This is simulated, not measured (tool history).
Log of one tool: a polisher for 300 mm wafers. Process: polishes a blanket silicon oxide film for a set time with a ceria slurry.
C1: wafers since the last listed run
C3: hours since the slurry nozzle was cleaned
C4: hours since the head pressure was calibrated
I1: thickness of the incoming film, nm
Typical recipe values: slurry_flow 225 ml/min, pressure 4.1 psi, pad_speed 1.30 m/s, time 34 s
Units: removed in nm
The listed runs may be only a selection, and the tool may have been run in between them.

Run 1, hour 0.0: usual settings but slurry_flow 185 ml/min, pad_speed 1.66 m/s; C1 0; wafers polished on this pad 738; C3 377.7; C4 707.2; I1 921.9. Result: removed 285.9 nm.
Run 2, hour 13.2: usual settings but pressure 3.6 psi, pad_speed 1.54 m/s; C1 186; wafers polished on this pad 925; C3 390.9; C4 720.4; I1 930.6. Result: removed 231.5 nm.
Run 3, hour 25.0: usual settings but pressure 3.6 psi, pad_speed 1.54 m/s; C1 166; wafers polished on this pad 1091; C3 402.7; C4 732.2; I1 915.1. Result: removed 239.4 nm.
At hour 32.8: worn pad replaced by a new one.
Run 4, hour 35.7: usual settings but pressure 3.5 psi; C1 94; wafers polished on this pad 40; C3 413.4; C4 742.9; I1 936.7. Result: removed 195.5 nm.
Run 5, hour 47.6: usual settings; C1 167; wafers polished on this pad 208; C3 425.3; C4 754.8; I1 922.8. Result: removed 232.0 nm.
Run 6, hour 64.5: usual settings; C1 238; wafers polished on this pad 447; C3 442.2; C4 771.7; I1 934.8. Result: removed 221.6 nm.
Run 7, hour 78.7: usual settings; C1 200; wafers polished on this pad 647; C3 456.4; C4 785.9; I1 945.1. Result: removed 220.2 nm.
Run 8, hour 85.6: usual settings; C1 97; wafers polished on this pad 745; C3 463.3; C4 792.8; I1 934.9. Result: removed 227.5 nm.
Run 9, hour 96.0: usual settings; C1 146; wafers polished on this pad 891; C3 473.7; C4 803.2; I1 936.7. Result: removed 235.0 nm.
Run 10, hour 103.9: usual settings but time 38 s; C1 111; wafers polished on this pad 1003; C3 481.6; C4 811.1; I1 939.7. Result: removed 255.4 nm.
At hour 112.3: worn pad replaced by a new one.
Run 11, hour 112.8: usual settings but time 38 s; C1 69; wafers polished on this pad 7; C3 490.5; C4 820.0; I1 928.2. Result: removed 254.8 nm.
Run 12, hour 118.5: usual settings but pad_speed 1.16 m/s; C1 80; wafers polished on this pad 88; C3 496.2; C4 825.7; I1 941.8. Result: removed 204.1 nm.
Run 13, hour 126.3: usual settings but pad_speed 1.16 m/s; C1 110; wafers polished on this pad 198; C3 504.0; C4 833.5; I1 933.3. Result: removed 204.7 nm.
Run 14, hour 143.2: usual settings; C1 238; wafers polished on this pad 436; C3 520.9; C4 850.4; I1 932.5. Result: removed 228.7 nm.
At hour 162.2: slurry nozzle cleaned.
At hour 167.5: head pressure recalibrated.
Run 15, hour 185.5: usual settings; C1 554; wafers polished on this pad 991; C3 23.3; C4 18.0; I1 939.8. Result: removed 226.9 nm.
At hour 191.7: worn pad replaced by a new one.
Run 16, hour 192.6: usual settings but pressure 3.3 psi, time 30 s; C1 43; wafers polished on this pad 12; C3 30.4; C4 25.1; I1 950.7. Result: removed 160.6 nm.
Run 17, hour 202.5: usual settings but slurry_flow 275 ml/min, pressure 3.1 psi, pad_speed 1.74 m/s, time 41 s; C1 139; wafers polished on this pad 152; C3 40.3; C4 35.0; I1 948.5. Result: removed 280.0 nm.
Run 18, hour 215.4: usual settings but slurry_flow 275 ml/min, pressure 3.1 psi, pad_speed 1.74 m/s, time 41 s; C1 182; wafers polished on this pad 334; C3 53.2; C4 47.9; I1 915.9. Result: removed 288.8 nm.
Run 19, hour 225.5: usual settings; C1 142; wafers polished on this pad 476; C3 63.3; C4 58.0; I1 929.6. Result: removed 228.0 nm.
Run 20, hour 232.3: usual settings but pressure 3.2 psi; C1 95; wafers polished on this pad 572; C3 70.1; C4 64.8; I1 926.0. Result: removed 175.8 nm.
Run 21, hour 242.1: usual settings but slurry_flow 250 ml/min, pressure 4.8 psi, pad_speed 1.00 m/s, time 40 s; C1 138; wafers polished on this pad 711; C3 79.9; C4 74.6; I1 930.9. Result: removed 237.0 nm.
Run 22, hour 252.0: usual settings but slurry_flow 285 ml/min, pad_speed 1.54 m/s; C1 139; wafers polished on this pad 850; C3 89.8; C4 84.5; I1 934.4. Result: removed 271.4 nm.
At hour 261.7: worn pad replaced by a new one.
Run 23, hour 301.1: usual settings but slurry_flow 265 ml/min, pad_speed 0.98 m/s, time 28 s; C1 636; wafers polished on this pad 555; C3 138.9; C4 133.6; I1 933.0. Result: removed 143.0 nm.
Run 24, hour 318.3: usual settings but pressure 5.2 psi, pad_speed 1.46 m/s; C1 242; wafers polished on this pad 798; C3 156.1; C4 150.8; I1 937.7. Result: removed 325.0 nm.
Run 25, hour 335.9: usual settings but slurry_flow 195 ml/min, pressure 4.5 psi, pad_speed 1.52 m/s; C1 248; wafers polished on this pad 1046; C3 173.7; C4 168.4; I1 935.7. Result: removed 296.0 nm.
At hour 347.3: worn pad replaced by a new one.
Run 26, hour 347.8: usual settings but slurry_flow 270 ml/min, pad_speed 0.90 m/s; C1 111; wafers polished on this pad 7; C3 185.6; C4 180.3; I1 944.9. Result: removed 159.8 nm.

Run 27 comes next. What will it give?
Run 27, hour 353.0: usual settings but time 45 s; C1 73; wafers polished on this pad 80; C3 190.8; C4 185.5; I1 929.0. Result: removed ?.

{"run 27": {"removed": 308.7}}
Minus the tool's unlogged condition, the same run would have read removed 308.7 nm.
